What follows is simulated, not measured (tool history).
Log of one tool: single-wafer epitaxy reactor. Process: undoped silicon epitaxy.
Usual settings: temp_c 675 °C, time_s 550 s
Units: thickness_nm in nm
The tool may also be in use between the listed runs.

run	hour	temp_c	time_s	read-back reference wafer on the same gauge, thickness_nm	thickness_nm
1	0.0	680	608	142.212	166.098
2	60.3	680	608	142.084	163.845
3	110.5	675	550	141.868	137.196
4	164.5	675	550	142.026	136.212
5	206.4	675	550	141.917	134.961
6	277.6	675	480	141.964	116.180
7	311.2	675	480	142.041	115.942
# hour 323.6: pyrometer calibrated
8	357.3	680	608	141.930	174.016
# hour 363.3: gauge calibrated
9	425.9	675	639	142.009	168.183
10	483.3	688	446	141.912	149.147
11	553.5	663	606	142.017	128.369
12	593.1	675	550	142.012	145.057
13	626.8	663	457	141.962	95.137
14	668.2	687	609	141.937	195.661

3 ways to go on from here, each from the tool as it stands after run 14. What would each give?
A	668.8	661	550	?	?
B	668.8	669	590	?	?
C	668.8	666	488	?	?

run	read-back reference wafer on the same gauge, thickness_nm	thickness_nm
A	141.953	111.657
B	141.953	138.901
C	141.953	108.708
Without the tool's hidden state the same runs would have given:
run	thickness_nm
A	111.484
B	138.688
C	108.541
